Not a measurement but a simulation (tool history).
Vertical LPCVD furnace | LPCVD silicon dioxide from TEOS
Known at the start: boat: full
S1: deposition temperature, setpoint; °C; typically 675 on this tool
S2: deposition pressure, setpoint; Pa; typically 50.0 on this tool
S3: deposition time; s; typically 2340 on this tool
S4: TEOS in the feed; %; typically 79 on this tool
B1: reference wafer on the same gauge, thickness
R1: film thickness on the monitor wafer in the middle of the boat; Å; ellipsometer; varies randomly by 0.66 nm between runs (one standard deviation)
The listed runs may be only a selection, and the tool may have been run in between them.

run,hour,S1,S2,S3,S4,B1,R1
1,0.0,675,50.0,2340,79,184.96,2048.8
2,69.2,675,50.0,2340,79,184.94,2033.0
3,129.8,673,50.0,2850,79,185.14,2359.8
4,184.9,675,50.0,2340,79,185.01,2054.3
# hour 232.1: gauge calibrated
5,251.2,675,50.0,2340,79,185.06,2032.7
6,319.7,675,50.0,2340,79,184.95,2039.8
# hour 375.5: thermocouples replaced and temperature profile calibrated
7,388.6,675,50.0,2340,79,185.01,2046.4
# hour 454.3: pressure gauge zeroed
8,459.5,675,50.0,2340,79,184.89,2005.4
9,493.3,675,50.0,2340,79,184.94,2002.3
10,523.5,675,50.0,2340,79,185.05,2000.0
11,587.7,675,50.0,2340,79,185.11,2000.0
12,643.7,663,40.0,3030,64,185.03,1545.3
# hour 676.2: TEOS flow controller replaced
13,694.3,675,50.0,2340,79,184.95,1995.0
14,729.0,672,42.0,2340,75,185.05,1663.7
15,769.0,681,40.0,2580,65,185.01,2069.0
16,804.5,665,50.0,2340,94,184.89,1707.5
17,846.0,668,55.3,1860,71,184.97,1340.0
18,885.1,675,50.0,2340,79,184.84,2008.3
19,944.8,675,40.0,2340,69,184.99,1683.3
20,996.6,675,50.0,2340,79,185.00,2022.5
21,1021.7,675,53.3,2340,79,185.03,2075.0
22,1062.7,675,62.0,2850,83,185.00,2792.6
23,1122.6,675,61.3,2340,91,185.09,2389.1
24,1192.1,683,50.0,2340,79,184.93,2432.9
25,1250.8,684,46.0,2340,79,185.10,2415.5
26,1286.0,668,50.0,1860,93,184.92,1459.2
27,1333.1,675,50.0,1680,79,184.96,1452.0
28,1380.0,675,50.0,2790,70,185.02,2267.7
29,1417.4,675,50.0,2910,79,185.16,2498.7
30,1474.1,680,58.0,2340,79,185.05,2456.0

Below are 5 alternative next runs, each starting from the tool's condition after run 30. Predict each:
A,1478.8,675,50.0,2340,79,?,?
B,1478.8,675,60.0,2340,79,?,?
C,1478.8,675,46.7,2340,95,?,?
D,1478.8,666,62.0,2730,87,?,?
E,1478.8,668,50.0,3180,87,?,?

run,B1,R1
A,184.93,2026.3
B,184.93,2215.7
C,184.93,2148.4
D,184.93,2206.3
E,184.93,2431.0
Stripped of hidden state, with their random variation kept, the same runs would have yielded:
run,R1
A,2004.4
B,2195.7
C,2123.5
D,2187.0
E,2404.7
